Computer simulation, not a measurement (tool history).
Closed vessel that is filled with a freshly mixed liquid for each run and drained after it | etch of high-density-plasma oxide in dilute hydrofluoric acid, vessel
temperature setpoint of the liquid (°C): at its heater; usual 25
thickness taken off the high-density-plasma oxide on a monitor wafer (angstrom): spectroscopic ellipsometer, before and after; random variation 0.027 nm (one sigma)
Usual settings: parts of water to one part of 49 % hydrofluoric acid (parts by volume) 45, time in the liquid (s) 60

run	day	temperature setpoint of the liquid (°C)	parts of water to one part of 49 % hydrofluoric acid (parts by volume)	time in the liquid (s)	wafers since the last listed run	hours since the thermometer was replaced	hours since the hydrofluoric acid flow meter was replaced	hours since the gauge calibration	read-back film thickness of the high-density-plasma oxide reference wafer, read on the same gauge (nm)	thickness taken off the high-density-plasma oxide on a monitor wafer (angstrom)
1	0	25	45	60	0	929.6	344.6	1023.7	50.03	73.9
2	1.033	25	45	70	1608	954.4	369.4	1048.5	50	85.2
3	3.083	25	45	70	3190	1003.6	418.6	1097.7	49.99	85.8
4	4.708	25	45	60	2529	1042.6	457.6	1136.7	50	73.4
5	7.058	25	45	60	3657	1099	514	1193.1	50.01	73.6
6	9.762	25	45	60	4209	1163.9	578.9	1258	49.99	73.4
7	10.921	25	55	70	1803	1191.7	606.7	1285.8	49.96	68.2
# day 11.833: hydrofluoric acid flow meter replaced
8	12.408	25	55	70	2250	1227.4	13.8	1321.5	49.99	70
9	14.904	25	45	60	3884	1287.3	73.7	1381.4	49.98	74.6
10	16.454	25	45	60	2412	1324.5	110.9	1418.6	49.99	74.5
11	17.65	25	45	60	1861	1353.2	139.6	1447.3	50.01	74.7
# day 18.129: thermometer replaced
12	19.312	25	45	60	2522	28.4	179.5	1487.2	50.01	74.1
13	20.904	25	45	60	2477	66.6	217.7	1525.4	50.01	74
# day 23.658: gauge calibrated
14	23.754	25	45	60	4436	135	286.1	2.3	50.02	73.7
15	25.979	20	65	60	3463	188.4	339.5	55.7	50	40.5
16	27.371	28.5	50	60	2166	221.8	372.9	89.1	49.97	76.3
17	29.788	25	45	60	3761	279.8	430.9	147.1	50	73.2
18	32.579	25	35	90	4345	346.8	497.9	214.1	49.99	144
19	33.746	25	35	45	1815	374.8	525.9	242.1	50.01	72.1
20	35.633	25	45	30	2937	420.1	571.2	287.4	49.98	36.9
21	37.183	22	45	60	2412	457.3	608.4	324.6	50	64.9
# day 39.075: hydrofluoric acid flow meter replaced
22	39.129	25	45	50	2963	504	1.3	371.3	50.01	62.1
23	41.104	25	45	60	3074	551.4	48.7	418.7	50	74.2
24	42.758	25	45	60	2574	591.1	88.4	458.4	49.99	75
25	44.988	25	45	60	3469	644.6	141.9	511.9	49.99	74.6
26	46.412	25	45	60	2218	678.8	176.1	546.1	50	74.2
27	48.883	26.5	40	80	3845	738.1	235.4	605.4	49.99	119.7
28	50.642	25	45	60	2736	780.3	277.6	647.6	50.02	74.3
29	53.312	20.5	30	90	4157	844.4	341.7	711.7	50	141.6
30	58.912	25	45	90	8716	978.8	476.1	846.1	49.99	110.2
31	61.229	23.5	45	40	3606	1034.4	531.7	901.7	50.02	46.1
32	62.458	27	35	60	1913	1063.9	561.2	931.2	49.98	103.4

The same runs without the tool's hidden state, with the same run-to-run variation:
The hidden state here: liquid hotter than its thermometer reads (K); hydrofluoric acid flow below the setpoint (%); gauge reads high (%).
run	thickness taken off the high-density-plasma oxide on a monitor wafer (angstrom)
1	74.9
2	86.4
3	87.1
4	74.7
5	74.9
6	74.9
7	69.7
8	70.1
9	74.9
10	74.9
11	75.2
12	74.6
13	74.7
14	74.5
15	41
16	77.4
17	74.4
18	146.6
19	73.4
20	37.7
21	66.3
22	62.1
23	74.4
24	75.3
25	74.9
26	74.6
27	120.7
28	75
29	143.2
30	112
31	46.9
32	105.4
